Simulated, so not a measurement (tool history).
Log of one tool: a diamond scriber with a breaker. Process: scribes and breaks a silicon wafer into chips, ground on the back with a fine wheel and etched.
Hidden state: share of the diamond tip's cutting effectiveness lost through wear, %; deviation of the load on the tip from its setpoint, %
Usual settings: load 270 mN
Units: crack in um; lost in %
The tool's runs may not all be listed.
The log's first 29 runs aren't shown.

| run | day | load | wafers since the last listed run | hours since the diamond tip was replaced | hours since the load on the tip was calibrated | incoming depth of the damage left on the back of the incoming wafer, um | crack | lost |
|---|---|---|---|---|---|---|---|---|
| 30 | 104.592 | 309 | 154 | 1020.0 | 1010.8 | 0.31 | 9.95 | 1.09 |
| 31 | 106.221 | 197 | 142 | 1059.1 | 1049.9 | 0.71 | 6.85 | 7.50 |
| 32 | 108.675 | 342 | 214 | 1118.0 | 1108.8 | 0.46 | 10.71 | 3.39 |
| 33 | 110.412 | 308 | 152 | 1159.7 | 1150.5 | 0.78 | 10.11 | 1.21 |
|  | 110.512 | diamond tip replaced by a new one |
| 34 | 113.646 | 270 | 275 | 75.2 | 1228.1 | 0.39 | 10.07 | 1.74 |
| 35 | 115.354 | 270 | 149 | 116.2 | 1269.1 | 0.62 | 10.23 | 1.31 |
|  | 117.171 | load on the tip recalibrated |
| 36 | 118.242 | 228 | 245 | 185.5 | 25.7 | 0.49 | 7.25 | 4.71 |
| 37 | 122.279 | 270 | 353 | 282.4 | 122.6 | 0.56 | 8.55 | 1.15 |
| 38 | 126.596 | 295 | 377 | 386.0 | 226.2 | 0.76 | 9.20 | 0.68 |
| 39 | 135.396 | 236 | 769 | 597.2 | 437.4 | 0.73 | 7.36 | 4.54 |
| 40 | 138.333 | 206 | 256 | 667.7 | 507.9 | 0.45 | 6.49 | 9.42 |
| 41 | 140.625 | 270 | 200 | 722.7 | 562.9 | 0.44 | 8.51 | 1.45 |

4 ways to go on from here, each from the tool as it stands after run 41. What would each give?
| A | 140.650 | 270 | 2 | 723.3 | 563.5 | 0.74 | ? | ? |
| B | 140.650 | 327 | 2 | 723.3 | 563.5 | 0.74 | ? | ? |
| C | 140.650 | 217 | 2 | 723.3 | 563.5 | 0.74 | ? | ? |
| D | 140.650 | 224 | 2 | 723.3 | 563.5 | 0.74 | ? | ? |

| run | crack | lost |
|---|---|---|
| A | 8.31 | 1.39 |
| B | 9.72 | 0.98 |
| C | 6.89 | 7.57 |
| D | 7.08 | 6.28 |
Without the tool's hidden state the same runs would have given:
| run | crack | lost |
|---|---|---|
| A | 9.12 | 0.61 |
| B | 10.66 | 2.81 |
| C | 7.55 | 3.81 |
| D | 7.77 | 2.93 |
